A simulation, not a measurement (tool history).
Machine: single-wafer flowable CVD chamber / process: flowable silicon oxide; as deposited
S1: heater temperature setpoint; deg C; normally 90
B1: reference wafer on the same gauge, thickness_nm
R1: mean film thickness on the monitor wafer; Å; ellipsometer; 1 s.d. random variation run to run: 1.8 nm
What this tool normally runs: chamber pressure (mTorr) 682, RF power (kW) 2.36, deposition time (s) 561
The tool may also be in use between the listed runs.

Run 1, hour 0: usual settings; B1 424.128. Result: R1 4042.71 Å.
Run 2, hour 67.4: usual settings; B1 424.349. Result: R1 4043.08 Å.
Run 3, hour 110.4: usual settings but RF power (kW) 2.12; B1 424.194. Result: R1 3932.59 Å.
Run 4, hour 196: usual settings but RF power (kW) 2.12; B1 423.676. Result: R1 3940.5 Å.
Run 5, hour 257.2: usual settings but RF power (kW) 2.12; B1 423.874. Result: R1 3948.43 Å.
Run 6, hour 337.6: usual settings but RF power (kW) 2.13; B1 423.726. Result: R1 3950.62 Å.
Run 7, hour 408.9: usual settings but RF power (kW) 2.13; B1 424.152. Result: R1 3966.9 Å.
At hour 565.1: thermocouple changed; heater temperature recalibrated.
Run 8, hour 612.4: usual settings but RF power (kW) 2.13; B1 424.104. Result: R1 3651.11 Å.
At hour 695.8: capacitance manometer re-zeroed and calibrated.
Run 9, hour 712.6: usual settings; B1 424.437. Result: R1 3766.7 Å.
Run 10, hour 800.7: usual settings; B1 424.189. Result: R1 3777.05 Å.
Run 11, hour 840.8: usual settings; B1 423.951. Result: R1 3748.31 Å.
Run 12, hour 908: usual settings; B1 424.607. Result: R1 3791.21 Å.
Run 13, hour 970.5: usual settings but RF power (kW) 1.915; B1 423.898. Result: R1 3516.19 Å.
At hour 1073.9: RF generator calibrated.
Run 14, hour 1074.4: usual settings but S1 98 deg C, chamber pressure (mTorr) 636, RF power (kW) 2.755; B1 423.461. Result: R1 2693.2 Å.

Run 15, settings as shown, results not yet in. Your forecast:
At hour 1118.1: gauge calibrated.
Run 15, hour 1151.3: usual settings but chamber pressure (mTorr) 743, deposition time (s) 529; B1 ?. Result: R1 ?.

Run 15 came out at B1 423.688, R1 3963.31 Å.
The same run, on a tool lacking any hidden state, would have yielded R1 3932.57 Å.
